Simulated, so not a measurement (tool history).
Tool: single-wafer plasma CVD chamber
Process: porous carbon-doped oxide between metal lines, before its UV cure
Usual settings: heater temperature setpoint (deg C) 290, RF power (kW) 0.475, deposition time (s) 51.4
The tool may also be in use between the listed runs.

run,day,heater temperature setpoint (deg C),RF power (kW),deposition time (s),wafers since the last listed run,hours since the last thermocouple change,hours since the last RF generator calibration,hours since the showerhead was replaced,hours since the gauge calibration,"read-back reference wafer on the same gauge, thickness_nm",mean film thickness on the monitor wafer (Å)
1,0.000,290,0.525,51.4,0,1647.7,288.5,2972.8,960.2,262.498,2802.45
2,1.746,290,0.475,51.4,440,1689.6,330.4,3014.7,1002.1,263.043,2525.89
3,3.096,282,0.475,54.6,340,1722.0,362.8,3047.1,1034.5,263.098,2842.00
4,5.475,282,0.475,54.6,600,1779.1,419.9,3104.2,1091.6,263.117,2839.62
5,6.550,282,0.475,54.6,271,1804.9,445.7,3130.0,1117.4,263.057,2823.29
6,7.908,290,0.440,51.4,343,1837.5,478.3,3162.6,1150.0,263.098,2323.13
7,9.567,290,0.440,51.4,418,1877.3,518.1,3202.4,1189.8,262.998,2311.62
8,10.921,290,0.440,51.4,342,1909.8,550.6,3234.9,1222.3,263.506,2334.53
9,12.321,290,0.475,51.4,353,1943.4,584.2,3268.5,1255.9,262.860,2524.17
10,14.117,290,0.475,51.4,453,1986.5,627.3,3311.6,1299.0,262.773,2513.34
11,16.679,290,0.475,51.4,647,2048.0,688.8,3373.1,1360.5,262.978,2516.58
12,19.112,280,0.510,51.4,614,2106.4,747.2,3431.5,1418.9,263.265,2879.41
13,20.842,286,0.475,51.4,436,2147.9,788.7,3473.0,1460.4,263.232,2576.05
# day 21.321: showerhead replaced
14,23.408,300,0.410,54.5,564,2209.5,850.3,50.1,1522.0,262.935,2127.20
15,25.612,290,0.475,51.4,556,2262.4,903.2,103.0,1574.9,262.977,2496.32
16,27.242,297,0.530,47.1,411,2301.5,942.3,142.1,1614.0,262.457,2433.27
# day 29.175: gauge calibrated
17,29.225,276,0.475,51.4,500,2349.1,989.9,189.7,1.2,262.712,2749.14
18,31.679,295,0.395,48.8,619,2408.0,1048.8,248.6,60.1,262.848,1857.13
19,32.925,278,0.420,51.4,314,2437.9,1078.7,278.5,90.0,263.123,2351.45
20,34.917,276,0.500,51.4,503,2485.7,1126.5,326.3,137.8,263.076,2847.18
21,37.071,304,0.475,51.4,544,2537.4,1178.2,378.0,189.5,263.110,2291.32
# day 40.296: thermocouple changed; heater temperature recalibrated
# day 40.721: RF generator calibrated
22,42.154,300,0.540,60.9,1115,44.6,34.4,500.0,311.5,262.848,3230.56
23,44.604,290,0.475,59.7,618,103.4,93.2,558.8,370.3,263.208,2989.09
24,47.271,297,0.385,57.3,673,167.4,157.2,622.8,434.3,262.831,2158.11
25,49.883,290,0.475,51.4,659,230.1,219.9,685.5,497.0,262.657,2581.77
26,50.938,290,0.475,51.4,266,255.4,245.2,710.8,522.3,262.863,2590.00
27,53.467,295,0.395,56.5,638,316.1,305.9,771.5,583.0,262.986,2234.78
28,56.212,279,0.560,58.2,693,382.0,371.8,837.4,648.9,262.655,3643.94
29,57.800,301,0.505,41.9,400,420.1,409.9,875.5,687.0,262.951,2094.81
30,59.583,290,0.475,51.4,450,462.9,452.7,918.3,729.8,263.008,2597.12
31,61.125,296,0.415,51.4,389,499.9,489.7,955.3,766.8,263.045,2144.16
32,63.921,290,0.475,51.4,706,567.0,556.8,1022.4,833.9,262.617,2582.20
33,66.904,282,0.395,47.1,753,638.6,628.4,1094.0,905.5,262.829,2033.69
34,68.646,296,0.435,55.9,439,680.4,670.2,1135.8,947.3,263.002,2463.45

Hidden state at the last listed run before each entry between runs and at the first one after, where it differs:
Between runs 13 and 14: showerhead replaced (day 21.321)
  wafer temperature above the value expected at the setpoint (K): 4.4 -> 4.64
  measured less the result without the state, mean film thickness on the monitor wafer (Å): -76.82 -> -60.52
Between runs 16 and 17: gauge calibrated (day 29.175)
  wafer temperature above the value expected at the setpoint (K): 5 -> 5.19
  measured less the result without the state, mean film thickness on the monitor wafer (Å): -76.32 -> -101.63
Between runs 21 and 22: thermocouple changed; heater temperature recalibrated (day 40.296); RF generator calibrated (day 40.721)
  wafer temperature above the value expected at the setpoint (K): 5.99 -> -0.5
  measured less the result without the state, mean film thickness on the monitor wafer (Å): -82.50 -> +9.85

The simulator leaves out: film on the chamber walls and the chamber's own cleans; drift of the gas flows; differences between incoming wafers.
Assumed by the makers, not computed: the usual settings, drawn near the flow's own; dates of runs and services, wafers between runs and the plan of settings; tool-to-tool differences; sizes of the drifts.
